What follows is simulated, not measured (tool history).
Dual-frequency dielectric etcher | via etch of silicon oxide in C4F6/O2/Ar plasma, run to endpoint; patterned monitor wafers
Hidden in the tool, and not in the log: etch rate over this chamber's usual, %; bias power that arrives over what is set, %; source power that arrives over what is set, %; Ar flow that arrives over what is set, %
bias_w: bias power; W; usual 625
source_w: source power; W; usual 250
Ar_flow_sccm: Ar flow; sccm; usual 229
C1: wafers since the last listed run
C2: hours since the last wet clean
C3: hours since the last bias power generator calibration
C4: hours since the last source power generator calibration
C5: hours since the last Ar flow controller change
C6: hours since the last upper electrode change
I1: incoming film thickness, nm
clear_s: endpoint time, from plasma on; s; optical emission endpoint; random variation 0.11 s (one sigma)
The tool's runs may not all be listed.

Run 1, day 0.000: usual settings; C1 0; C2 379.6; C3 1933.1; C4 4808.5; C5 5382.3; C6 4785.6; I1 92.4. Result: clear_s 21.9 s.
Run 2, day 0.583: usual settings; C1 137; C2 393.6; C3 1947.1; C4 4822.5; C5 5396.3; C6 4799.6; I1 93.3. Result: clear_s 22.1 s.
Run 3, day 1.033: usual settings; C1 105; C2 404.4; C3 1957.9; C4 4833.3; C5 5407.1; C6 4810.4; I1 94.2. Result: clear_s 22.4 s.
Run 4, day 1.471: usual settings; C1 102; C2 414.9; C3 1968.4; C4 4843.8; C5 5417.6; C6 4820.9; I1 92.9. Result: clear_s 22.1 s.
Run 5, day 2.008: usual settings; C1 126; C2 427.8; C3 1981.3; C4 4856.7; C5 5430.5; C6 4833.8; I1 93.3. Result: clear_s 22.2 s.
Run 6, day 2.512: usual settings; C1 118; C2 439.9; C3 1993.4; C4 4868.8; C5 5442.6; C6 4845.9; I1 92.5. Result: clear_s 22.1 s.
At day 4.200: upper electrode replaced.
Run 7, day 4.221: usual settings; C1 166; C2 480.9; C3 2034.4; C4 4909.8; C5 5483.6; C6 0.5; I1 93.6. Result: clear_s 22.2 s.
Run 8, day 4.642: usual settings but bias_w 527 W; C1 98; C2 491.0; C3 2044.5; C4 4919.9; C5 5493.7; C6 10.6; I1 92.8. Result: clear_s 23.2 s.
Run 9, day 5.279: usual settings but bias_w 527 W; C1 149; C2 506.3; C3 2059.8; C4 4935.2; C5 5509.0; C6 25.9; I1 92.7. Result: clear_s 23.2 s.
At day 5.867: Ar flow controller replaced.
Run 10, day 5.888: usual settings; C1 84; C2 520.9; C3 2074.4; C4 4949.8; C5 0.5; C6 40.5; I1 93.3. Result: clear_s 22.2 s.
Run 11, day 6.217: usual settings; C1 77; C2 528.8; C3 2082.3; C4 4957.7; C5 8.4; C6 48.4; I1 93.0. Result: clear_s 22.3 s.
Run 12, day 6.546: usual settings; C1 77; C2 536.7; C3 2090.2; C4 4965.6; C5 16.3; C6 56.3; I1 91.6. Result: clear_s 21.8 s.
Run 13, day 7.267: usual settings; C1 169; C2 554.0; C3 2107.5; C4 4982.9; C5 33.6; C6 73.6; I1 93.7. Result: clear_s 22.7 s.
At day 9.217: bias power generator calibrated.
At day 10.004: wet clean of the chamber.
At day 10.067: source power generator calibrated.
Run 14, day 10.088: usual settings; C1 424; C2 2.0; C3 20.9; C4 0.5; C5 101.3; C6 141.3; I1 93.9. Result: clear_s 21.3 s.
Run 15, day 10.100: usual settings but bias_w 552 W, source_w 230 W, Ar_flow_sccm 193 sccm; C1 2; C2 2.3; C3 21.2; C4 0.8; C5 101.6; C6 141.6; I1 93.8. Result: clear_s 22.3 s.
Run 16, day 10.112: usual settings but bias_w 492 W, source_w 280 W, Ar_flow_sccm 173 sccm; C1 2; C2 2.6; C3 21.5; C4 1.1; C5 101.9; C6 141.9; I1 94.2. Result: clear_s 21.6 s.
Run 17, day 10.512: usual settings but bias_w 527 W; C1 93; C2 12.2; C3 31.1; C4 10.7; C5 111.5; C6 151.5; I1 94.0. Result: clear_s 22.3 s.
Run 18, day 10.842: usual settings but bias_w 717 W, source_w 270 W, Ar_flow_sccm 263 sccm; C1 77; C2 20.1; C3 39.0; C4 18.6; C5 119.4; C6 159.4; I1 94.2. Result: clear_s 20.1 s.
Run 19, day 11.346: usual settings but bias_w 572 W, source_w 270 W, Ar_flow_sccm 254 sccm; C1 118; C2 32.2; C3 51.1; C4 30.7; C5 131.5; C6 171.5; I1 94.0. Result: clear_s 21.5 s.
Run 20, day 11.708: usual settings but bias_w 557 W, source_w 310 W, Ar_flow_sccm 180 sccm; C1 85; C2 40.9; C3 59.8; C4 39.4; C5 140.2; C6 180.2; I1 93.7. Result: clear_s 20.3 s.
Run 21, day 11.958: usual settings; C1 58; C2 46.9; C3 65.8; C4 45.4; C5 146.2; C6 186.2; I1 93.7. Result: clear_s 21.2 s.
Run 22, day 12.433: usual settings but bias_w 710 W, source_w 300 W, Ar_flow_sccm 191 sccm; C1 111; C2 58.3; C3 77.2; C4 56.8; C5 157.6; C6 197.6; I1 92.9. Result: clear_s 19.3 s.
Run 23, day 12.900: usual settings but bias_w 580 W, source_w 290 W; C1 109; C2 69.5; C3 88.4; C4 68.0; C5 168.8; C6 208.8; I1 93.8. Result: clear_s 21.1 s.
Run 24, day 13.383: usual settings but bias_w 469 W, source_w 270 W, Ar_flow_sccm 282 sccm; C1 113; C2 81.1; C3 100.0; C4 79.6; C5 180.4; C6 220.4; I1 93.9. Result: clear_s 22.9 s.

The tool's hidden state at each run:
bias power that arrives over what is set, %: 0 in every run
source power that arrives over what is set, %: 0 in every run
Ar flow that arrives over what is set, %: 0 in every run
H1: etch rate over this chamber's usual, %
run       H1
  1    -3.73
  2    -3.86
  3    -3.96
  4    -4.05
  5    -4.17
  6    -4.29
  7    -4.67
  8    -4.76
  9     -4.9
 10    -5.04
 11    -5.11
 12    -5.18
 13    -5.35
 14    0.414
 15    0.411
 16    0.408
 17    0.319
 18    0.246
 19    0.134
 20   0.0529
 21  -0.0028
 22   -0.109
 23   -0.213
 24    -0.32

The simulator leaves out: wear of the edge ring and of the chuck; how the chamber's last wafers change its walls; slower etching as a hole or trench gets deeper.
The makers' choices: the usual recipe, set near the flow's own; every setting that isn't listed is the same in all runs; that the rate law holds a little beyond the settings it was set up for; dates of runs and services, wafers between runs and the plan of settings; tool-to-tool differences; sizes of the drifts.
